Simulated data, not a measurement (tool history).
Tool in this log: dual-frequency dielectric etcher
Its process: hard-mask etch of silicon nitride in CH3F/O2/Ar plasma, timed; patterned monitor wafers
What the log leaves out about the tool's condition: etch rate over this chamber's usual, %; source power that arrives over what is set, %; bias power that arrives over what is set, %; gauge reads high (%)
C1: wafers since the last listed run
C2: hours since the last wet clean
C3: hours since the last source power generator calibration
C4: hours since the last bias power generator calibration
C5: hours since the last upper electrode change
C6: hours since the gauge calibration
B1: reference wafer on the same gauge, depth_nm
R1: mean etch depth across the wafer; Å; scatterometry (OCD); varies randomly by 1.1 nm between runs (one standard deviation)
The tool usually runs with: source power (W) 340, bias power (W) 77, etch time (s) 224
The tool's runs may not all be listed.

run 1 hour=0 | source_power_(W)=390 bias_power_(W)=77 etch_time_(s)=224 | C1=0 C2=221.4 C3=2840.7 C4=2781.5 C5=3588.8 C6=1122.1 | B1=190 | R1=1780
run 2 hour=79.9 | source_power_(W)=390 bias_power_(W)=77 etch_time_(s)=224 | C1=415 C2=301.3 C3=2920.6 C4=2861.4 C5=3668.7 C6=1202 | B1=190.1 | R1=1769
-- hour=226 wet clean of the chamber
run 3 hour=296.5 | source_power_(W)=300 bias_power_(W)=77 etch_time_(s)=272 | C1=1001 C2=70.5 C3=3137.2 C4=3078 C5=3885.3 C6=1418.6 | B1=190 | R1=2021
run 4 hour=333.8 | source_power_(W)=300 bias_power_(W)=77 etch_time_(s)=272 | C1=193 C2=107.8 C3=3174.5 C4=3115.3 C5=3922.6 C6=1455.9 | B1=190 | R1=1996
run 5 hour=371.8 | source_power_(W)=300 bias_power_(W)=77 etch_time_(s)=272 | C1=197 C2=145.8 C3=3212.5 C4=3153.3 C5=3960.6 C6=1493.9 | B1=189.9 | R1=1999
run 6 hour=431.3 | source_power_(W)=340 bias_power_(W)=83 etch_time_(s)=224 | C1=309 C2=205.3 C3=3272 C4=3212.8 C5=4020.1 C6=1553.4 | B1=190 | R1=1730
run 7 hour=515.7 | source_power_(W)=340 bias_power_(W)=83 etch_time_(s)=224 | C1=438 C2=289.7 C3=3356.4 C4=3297.2 C5=4104.5 C6=1637.8 | B1=190 | R1=1714
run 8 hour=571 | source_power_(W)=340 bias_power_(W)=90 etch_time_(s)=272.5 | C1=287 C2=345 C3=3411.7 C4=3352.5 C5=4159.8 C6=1693.1 | B1=190.1 | R1=2105
-- hour=654.8 wet clean of the chamber
run 9 hour=655.3 | source_power_(W)=340 bias_power_(W)=90 etch_time_(s)=272.5 | C1=313 C2=0.5 C3=3496 C4=3436.8 C5=4244.1 C6=1777.4 | B1=189.9 | R1=2207
run 10 hour=780 | source_power_(W)=340 bias_power_(W)=77 etch_time_(s)=224 | C1=648 C2=125.2 C3=3620.7 C4=3561.5 C5=4368.8 C6=1902.1 | B1=190.1 | R1=1723
run 11 hour=852.2 | source_power_(W)=340 bias_power_(W)=77 etch_time_(s)=224 | C1=375 C2=197.4 C3=3692.9 C4=3633.7 C5=4441 C6=1974.3 | B1=190 | R1=1710
run 12 hour=911.4 | source_power_(W)=340 bias_power_(W)=77 etch_time_(s)=224 | C1=307 C2=256.6 C3=3752.1 C4=3692.9 C5=4500.2 C6=2033.5 | B1=190 | R1=1697
run 13 hour=992 | source_power_(W)=340 bias_power_(W)=77 etch_time_(s)=224 | C1=419 C2=337.2 C3=3832.7 C4=3773.5 C5=4580.8 C6=2114.1 | B1=189.9 | R1=1704
-- hour=1027 source power generator calibrated
-- hour=1055.6 wet clean of the chamber
run 14 hour=1086.5 | source_power_(W)=340 bias_power_(W)=77 etch_time_(s)=224 | C1=345 C2=30.9 C3=59.5 C4=3868 C5=4675.3 C6=2208.6 | B1=190.2 | R1=1735
run 15 hour=1127.3 | source_power_(W)=340 bias_power_(W)=77 etch_time_(s)=224 | C1=212 C2=71.7 C3=100.3 C4=3908.8 C5=4716.1 C6=2249.4 | B1=190 | R1=1729
run 16 hour=1186 | source_power_(W)=340 bias_power_(W)=96 etch_time_(s)=224 | C1=305 C2=130.4 C3=159 C4=3967.5 C5=4774.8 C6=2308.1 | B1=190 | R1=1845
-- hour=1200.4 bias power generator calibrated
run 17 hour=1225.2 | source_power_(W)=380 bias_power_(W)=83 etch_time_(s)=283 | C1=183 C2=169.6 C3=198.2 C4=24.8 C5=4814 C6=2347.3 | B1=189.8 | R1=2239
-- hour=1317.1 upper electrode replaced
run 18 hour=1317.6 | source_power_(W)=340 bias_power_(W)=96 etch_time_(s)=224 | C1=355 C2=262 C3=290.6 C4=117.2 C5=0.5 C6=2439.7 | B1=189.9 | R1=1771
-- hour=1330.1 gauge calibrated
-- hour=1410.1 wet clean of the chamber
run 19 hour=1467.6 | source_power_(W)=280 bias_power_(W)=58 etch_time_(s)=258 | C1=655 C2=57.5 C3=440.6 C4=267.2 C5=150.5 C6=137.5 | B1=190 | R1=1731
run 20 hour=1540.4 | source_power_(W)=340 bias_power_(W)=85 etch_time_(s)=224 | C1=378 C2=130.3 C3=513.4 C4=340 C5=223.3 C6=210.3 | B1=190.2 | R1=1751
run 21 hour=1580.2 | source_power_(W)=340 bias_power_(W)=69 etch_time_(s)=224 | C1=206 C2=170.1 C3=553.2 C4=379.8 C5=263.1 C6=250.1 | B1=190.1 | R1=1654
run 22 hour=1636.7 | source_power_(W)=300 bias_power_(W)=77 etch_time_(s)=224 | C1=293 C2=226.6 C3=609.7 C4=436.3 C5=319.6 C6=306.6 | B1=189.8 | R1=1620
run 23 hour=1682.2 | source_power_(W)=340 bias_power_(W)=61 etch_time_(s)=267 | C1=236 C2=272.1 C3=655.2 C4=481.8 C5=365.1 C6=352.1 | B1=190 | R1=1886
run 24 hour=1722.7 | source_power_(W)=270 bias_power_(W)=77 etch_time_(s)=224 | C1=210 C2=312.6 C3=695.7 C4=522.3 C5=405.6 C6=392.6 | B1=189.8 | R1=1561
-- hour=1835.8 wet clean of the chamber
run 25 hour=1836.3 | source_power_(W)=340 bias_power_(W)=83 etch_time_(s)=189 | C1=465 C2=0.5 C3=809.3 C4=635.9 C5=519.2 C6=506.2 | B1=190 | R1=1492
run 26 hour=1873.4 | source_power_(W)=340 bias_power_(W)=77 etch_time_(s)=224 | C1=192 C2=37.6 C3=846.4 C4=673 C5=556.3 C6=543.3 | B1=190.1 | R1=1725
run 27 hour=1913.3 | source_power_(W)=390 bias_power_(W)=77 etch_time_(s)=224 | C1=207 C2=77.5 C3=886.3 C4=712.9 C5=596.2 C6=583.2 | B1=189.9 | R1=1810
run 28 hour=1984.2 | source_power_(W)=260 bias_power_(W)=92 etch_time_(s)=185 | C1=368 C2=148.4 C3=957.2 C4=783.8 C5=667.1 C6=654.1 | B1=190.2 | R1=1364

Each row is a separate what-if for the run after 28, all from the same tool condition, not one after another. Results?
run A hour=1984.7 | source_power_(W)=340 bias_power_(W)=77 etch_time_(s)=224 | C1=2 C2=148.9 C3=957.7 C4=784.3 C5=667.6 C6=654.6 | B1=? | R1=?
run B hour=1984.7 | source_power_(W)=340 bias_power_(W)=77 etch_time_(s)=256.5 | C1=2 C2=148.9 C3=957.7 C4=784.3 C5=667.6 C6=654.6 | B1=? | R1=?
run C hour=1984.7 | source_power_(W)=340 bias_power_(W)=69 etch_time_(s)=273 | C1=2 C2=148.9 C3=957.7 C4=784.3 C5=667.6 C6=654.6 | B1=? | R1=?

run=A B1=190.1 R1=1691
run=B B1=190.1 R1=1936
run=C B1=190.1 R1=1998
Take away the tool's hidden state, keep each run's random variation, and the runs would have read:
run=A R1=1727
run=B R1=1977
run=C R1=2041

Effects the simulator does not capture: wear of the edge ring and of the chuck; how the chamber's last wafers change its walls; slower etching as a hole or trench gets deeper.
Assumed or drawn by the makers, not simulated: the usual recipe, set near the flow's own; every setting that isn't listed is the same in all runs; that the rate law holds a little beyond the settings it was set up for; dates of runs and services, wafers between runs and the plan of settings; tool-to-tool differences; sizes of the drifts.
